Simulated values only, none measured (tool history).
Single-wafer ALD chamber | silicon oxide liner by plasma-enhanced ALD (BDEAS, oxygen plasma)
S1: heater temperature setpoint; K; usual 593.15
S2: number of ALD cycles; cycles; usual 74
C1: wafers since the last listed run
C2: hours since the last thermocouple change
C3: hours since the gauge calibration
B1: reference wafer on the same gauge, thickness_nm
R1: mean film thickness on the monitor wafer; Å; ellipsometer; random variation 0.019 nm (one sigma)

run 1 hour=0.0 | S1=593.15 S2=74 | C1=0 C2=2311.4 C3=307.5 | B1=6.819 | R1=61.90
run 2 hour=21.0 | S1=593.15 S2=74 | C1=126 C2=2332.4 C3=328.5 | B1=6.820 | R1=61.77
run 3 hour=111.4 | S1=593.15 S2=74 | C1=545 C2=2422.8 C3=418.9 | B1=6.829 | R1=61.98
run 4 hour=147.2 | S1=593.15 S2=74 | C1=215 C2=2458.6 C3=454.7 | B1=6.828 | R1=61.71
run 5 hour=165.2 | S1=593.15 S2=74 | C1=108 C2=2476.6 C3=472.7 | B1=6.833 | R1=61.88
run 6 hour=198.5 | S1=593.15 S2=74 | C1=200 C2=2509.9 C3=506.0 | B1=6.834 | R1=62.18
run 7 hour=211.8 | S1=593.15 S2=74 | C1=80 C2=2523.2 C3=519.3 | B1=6.833 | R1=62.02
run 8 hour=229.5 | S1=593.15 S2=74 | C1=106 C2=2540.9 C3=537.0 | B1=6.833 | R1=62.06
run 9 hour=256.3 | S1=593.15 S2=66 | C1=161 C2=2567.7 C3=563.8 | B1=6.836 | R1=55.18
run 10 hour=269.7 | S1=593.15 S2=66 | C1=80 C2=2581.1 C3=577.2 | B1=6.843 | R1=55.34
run 11 hour=289.8 | S1=593.15 S2=66 | C1=121 C2=2601.2 C3=597.3 | B1=6.843 | R1=54.98
run 12 hour=309.1 | S1=593.15 S2=74 | C1=116 C2=2620.5 C3=616.6 | B1=6.843 | R1=62.10
-- hour=313.7 gauge calibrated
run 13 hour=330.0 | S1=593.15 S2=74 | C1=126 C2=2641.4 C3=16.3 | B1=6.726 | R1=61.18
run 14 hour=344.5 | S1=593.15 S2=74 | C1=87 C2=2655.9 C3=30.8 | B1=6.735 | R1=60.75
run 15 hour=364.4 | S1=593.15 S2=63 | C1=120 C2=2675.8 C3=50.7 | B1=6.738 | R1=51.99
run 16 hour=378.1 | S1=593.15 S2=63 | C1=82 C2=2689.5 C3=64.4 | B1=6.740 | R1=52.24
run 17 hour=411.9 | S1=580.15 S2=74 | C1=203 C2=2723.3 C3=98.2 | B1=6.756 | R1=62.66
run 18 hour=441.2 | S1=581.15 S2=65 | C1=176 C2=2752.6 C3=127.5 | B1=6.759 | R1=54.69
run 19 hour=469.6 | S1=593.15 S2=61 | C1=171 C2=2781.0 C3=155.9 | B1=6.774 | R1=50.61
run 20 hour=485.4 | S1=607.15 S2=82 | C1=95 C2=2796.8 C3=171.7 | B1=6.774 | R1=66.17
-- hour=508.0 thermocouple changed; heater temperature recalibrated
run 21 hour=512.4 | S1=593.15 S2=74 | C1=114 C2=4.4 C3=198.7 | B1=6.781 | R1=61.68
run 22 hour=544.3 | S1=607.15 S2=82 | C1=192 C2=36.3 C3=230.6 | B1=6.782 | R1=66.43
run 23 hour=561.0 | S1=603.15 S2=68 | C1=100 C2=53.0 C3=247.3 | B1=6.792 | R1=55.51
run 24 hour=589.0 | S1=607.15 S2=66 | C1=168 C2=81.0 C3=275.3 | B1=6.789 | R1=53.57
run 25 hour=604.9 | S1=593.15 S2=74 | C1=95 C2=96.9 C3=291.2 | B1=6.794 | R1=61.31
run 26 hour=638.7 | S1=593.15 S2=74 | C1=203 C2=130.7 C3=325.0 | B1=6.796 | R1=61.52
run 27 hour=656.5 | S1=593.15 S2=70 | C1=107 C2=148.5 C3=342.8 | B1=6.800 | R1=58.23
run 28 hour=683.9 | S1=604.15 S2=87 | C1=165 C2=175.9 C3=370.2 | B1=6.809 | R1=71.16
run 29 hour=696.1 | S1=601.15 S2=64 | C1=73 C2=188.1 C3=382.4 | B1=6.807 | R1=52.76
run 30 hour=719.7 | S1=607.15 S2=66 | C1=142 C2=211.7 C3=406.0 | B1=6.809 | R1=53.76
run 31 hour=743.5 | S1=585.15 S2=74 | C1=143 C2=235.5 C3=429.8 | B1=6.805 | R1=62.43
run 32 hour=762.2 | S1=582.15 S2=83 | C1=112 C2=254.2 C3=448.5 | B1=6.813 | R1=70.21

Forecast each of these 3 alternatives for the next run:
run A hour=762.7 | S1=597.15 S2=74 | C1=3 C2=254.7 C3=449.0 | B1=? | R1=?
run B hour=762.7 | S1=593.15 S2=69 | C1=3 C2=254.7 C3=449.0 | B1=? | R1=?
run C hour=762.7 | S1=607.15 S2=62 | C1=3 C2=254.7 C3=449.0 | B1=? | R1=?

run=A B1=6.807 R1=61.31
run=B B1=6.807 R1=57.54
run=C B1=6.807 R1=50.55
Without the tool's hidden state the same runs would have given:
run=A R1=60.60
run=B R1=56.86
run=C R1=49.96

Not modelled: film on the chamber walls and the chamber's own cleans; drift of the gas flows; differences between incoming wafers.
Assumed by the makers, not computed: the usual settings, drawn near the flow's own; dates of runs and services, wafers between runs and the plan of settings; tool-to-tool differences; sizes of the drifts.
